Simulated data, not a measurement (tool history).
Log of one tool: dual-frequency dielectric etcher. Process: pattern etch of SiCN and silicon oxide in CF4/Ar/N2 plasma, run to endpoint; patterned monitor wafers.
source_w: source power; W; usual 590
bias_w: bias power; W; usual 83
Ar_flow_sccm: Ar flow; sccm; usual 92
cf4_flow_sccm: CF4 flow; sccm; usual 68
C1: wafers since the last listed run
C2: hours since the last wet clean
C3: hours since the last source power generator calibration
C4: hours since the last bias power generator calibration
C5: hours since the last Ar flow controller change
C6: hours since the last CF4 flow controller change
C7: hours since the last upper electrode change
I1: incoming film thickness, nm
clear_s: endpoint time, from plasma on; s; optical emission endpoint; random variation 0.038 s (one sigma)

run 1 hour=0 | source_w=590 bias_w=62 Ar_flow_sccm=92 cf4_flow_sccm=54 | C1=0 C2=219.2 C3=3264.6 C4=162.9 C5=1666.1 C6=3095.7 C7=1969.6 | I1=13.81 | clear_s=11.1
run 2 hour=59.4 | source_w=690 bias_w=96 Ar_flow_sccm=80 cf4_flow_sccm=76 | C1=798 C2=278.6 C3=3324 C4=222.3 C5=1725.5 C6=3155.1 C7=2029 | I1=14.06 | clear_s=7.7
-- hour=302.7 Ar flow controller replaced
-- hour=329.5 source power generator calibrated
run 3 hour=343.3 | source_w=670 bias_w=66 Ar_flow_sccm=92 cf4_flow_sccm=68 | C1=3680 C2=562.5 C3=13.8 C4=506.2 C5=40.6 C6=3439 C7=2312.9 | I1=13.88 | clear_s=9
run 4 hour=400.5 | source_w=590 bias_w=64 Ar_flow_sccm=92 cf4_flow_sccm=53 | C1=768 C2=619.7 C3=71 C4=563.4 C5=97.8 C6=3496.2 C7=2370.1 | I1=13.92 | clear_s=11
run 5 hour=451.3 | source_w=590 bias_w=83 Ar_flow_sccm=92 cf4_flow_sccm=68 | C1=682 C2=670.5 C3=121.8 C4=614.2 C5=148.6 C6=3547 C7=2420.9 | I1=13.81 | clear_s=9.7
-- hour=490.1 wet clean of the chamber
run 6 hour=509.4 | source_w=520 bias_w=83 Ar_flow_sccm=92 cf4_flow_sccm=52 | C1=458 C2=19.3 C3=179.9 C4=672.3 C5=206.7 C6=3605.1 C7=2479 | I1=13.86 | clear_s=12
run 7 hour=812 | source_w=590 bias_w=83 Ar_flow_sccm=92 cf4_flow_sccm=55 | C1=4066 C2=321.9 C3=482.5 C4=974.9 C5=509.3 C6=3907.7 C7=2781.6 | I1=13.89 | clear_s=10.2
run 8 hour=870.2 | source_w=590 bias_w=65 Ar_flow_sccm=92 cf4_flow_sccm=59 | C1=782 C2=380.1 C3=540.7 C4=1033.1 C5=567.5 C6=3965.9 C7=2839.8 | I1=14.05 | clear_s=10.8
run 9 hour=1050.7 | source_w=590 bias_w=77 Ar_flow_sccm=113 cf4_flow_sccm=80 | C1=2425 C2=560.6 C3=721.2 C4=1213.6 C5=748 C6=4146.4 C7=3020.3 | I1=13.67 | clear_s=9.8
run 10 hour=1094.3 | source_w=630 bias_w=63 Ar_flow_sccm=69 cf4_flow_sccm=73 | C1=585 C2=604.2 C3=764.8 C4=1257.2 C5=791.6 C6=4190 C7=3063.9 | I1=13.89 | clear_s=9.2
run 11 hour=1132.7 | source_w=590 bias_w=83 Ar_flow_sccm=92 cf4_flow_sccm=51 | C1=516 C2=642.6 C3=803.2 C4=1295.6 C5=830 C6=4228.4 C7=3102.3 | I1=13.97 | clear_s=10.4
run 12 hour=1170.4 | source_w=590 bias_w=64 Ar_flow_sccm=92 cf4_flow_sccm=84 | C1=506 C2=680.3 C3=840.9 C4=1333.3 C5=867.7 C6=4266.1 C7=3140 | I1=13.91 | clear_s=10.1
run 13 hour=1270.6 | source_w=590 bias_w=83 Ar_flow_sccm=92 cf4_flow_sccm=68 | C1=1346 C2=780.5 C3=941.1 C4=1433.5 C5=967.9 C6=4366.3 C7=3240.2 | I1=13.99 | clear_s=9.8
-- hour=1310.7 upper electrode replaced
-- hour=1311.1 wet clean of the chamber
run 14 hour=1338.9 | source_w=590 bias_w=76 Ar_flow_sccm=111 cf4_flow_sccm=68 | C1=589 C2=27.8 C3=1009.4 C4=1501.8 C5=1036.2 C6=4434.6 C7=28.2 | I1=13.89 | clear_s=10.5
-- hour=1357.4 CF4 flow controller replaced
run 15 hour=1445.9 | source_w=650 bias_w=68 Ar_flow_sccm=76 cf4_flow_sccm=68 | C1=1357 C2=134.8 C3=1116.4 C4=1608.8 C5=1143.2 C6=88.5 C7=135.2 | I1=13.86 | clear_s=9
run 16 hour=1547 | source_w=590 bias_w=93 Ar_flow_sccm=106 cf4_flow_sccm=61 | C1=1358 C2=235.9 C3=1217.5 C4=1709.9 C5=1244.3 C6=189.6 C7=236.3 | I1=13.85 | clear_s=10
run 17 hour=1595.5 | source_w=590 bias_w=70 Ar_flow_sccm=85 cf4_flow_sccm=75 | C1=651 C2=284.4 C3=1266 C4=1758.4 C5=1292.8 C6=238.1 C7=284.8 | I1=13.99 | clear_s=10.1
run 18 hour=1634.1 | source_w=670 bias_w=65 Ar_flow_sccm=81 cf4_flow_sccm=51 | C1=518 C2=323 C3=1304.6 C4=1797 C5=1331.4 C6=276.7 C7=323.4 | I1=13.76 | clear_s=9.3
-- hour=1688.8 bias power generator calibrated
run 19 hour=1719.5 | source_w=660 bias_w=77 Ar_flow_sccm=106 cf4_flow_sccm=80 | C1=1093 C2=408.4 C3=1390 C4=30.7 C5=1416.8 C6=362.1 C7=408.8 | I1=13.82 | clear_s=8.8
run 20 hour=1808.6 | source_w=510 bias_w=63 Ar_flow_sccm=92 cf4_flow_sccm=83 | C1=1197 C2=497.5 C3=1479.1 C4=119.8 C5=1505.9 C6=451.2 C7=497.9 | I1=13.88 | clear_s=12
run 21 hour=1913.3 | source_w=590 bias_w=83 Ar_flow_sccm=92 cf4_flow_sccm=68 | C1=1406 C2=602.2 C3=1583.8 C4=224.5 C5=1610.6 C6=555.9 C7=602.6 | I1=13.86 | clear_s=9.8
run 22 hour=1996.7 | source_w=590 bias_w=83 Ar_flow_sccm=79 cf4_flow_sccm=60 | C1=1120 C2=685.6 C3=1667.2 C4=307.9 C5=1694 C6=639.3 C7=686 | I1=13.98 | clear_s=9.9
run 23 hour=2093.1 | source_w=590 bias_w=83 Ar_flow_sccm=92 cf4_flow_sccm=68 | C1=1295 C2=782 C3=1763.6 C4=404.3 C5=1790.4 C6=735.7 C7=782.4 | I1=13.99 | clear_s=9.9
-- hour=2166.5 wet clean of the chamber
run 24 hour=2190.3 | source_w=590 bias_w=83 Ar_flow_sccm=92 cf4_flow_sccm=68 | C1=983 C2=23.8 C3=1860.8 C4=501.5 C5=1887.6 C6=832.9 C7=879.6 | I1=13.77 | clear_s=9.8

The tool's hidden state at each run:
source power that arrives over what is set, %: 0 in every run
bias power that arrives over what is set, %: 0 in every run
Ar flow that arrives over what is set, %: 0 in every run
CF4 flow that arrives over what is set, %: 0 in every run
H1: etch rate over this chamber's usual, %
run=1 H1=0.536
run=2 H1=0.66
run=3 H1=1.25
run=4 H1=1.37
run=5 H1=1.48
run=6 H1=0.201
run=7 H1=0.833
run=8 H1=0.954
run=9 H1=1.33
run=10 H1=1.42
run=11 H1=1.5
run=12 H1=1.58
run=13 H1=1.79
run=14 H1=-0.178
run=15 H1=0.0454
run=16 H1=0.256
run=17 H1=0.357
run=18 H1=0.438
run=19 H1=0.616
run=20 H1=0.802
run=21 H1=1.02
run=22 H1=1.19
run=23 H1=1.4
run=24 H1=0.163

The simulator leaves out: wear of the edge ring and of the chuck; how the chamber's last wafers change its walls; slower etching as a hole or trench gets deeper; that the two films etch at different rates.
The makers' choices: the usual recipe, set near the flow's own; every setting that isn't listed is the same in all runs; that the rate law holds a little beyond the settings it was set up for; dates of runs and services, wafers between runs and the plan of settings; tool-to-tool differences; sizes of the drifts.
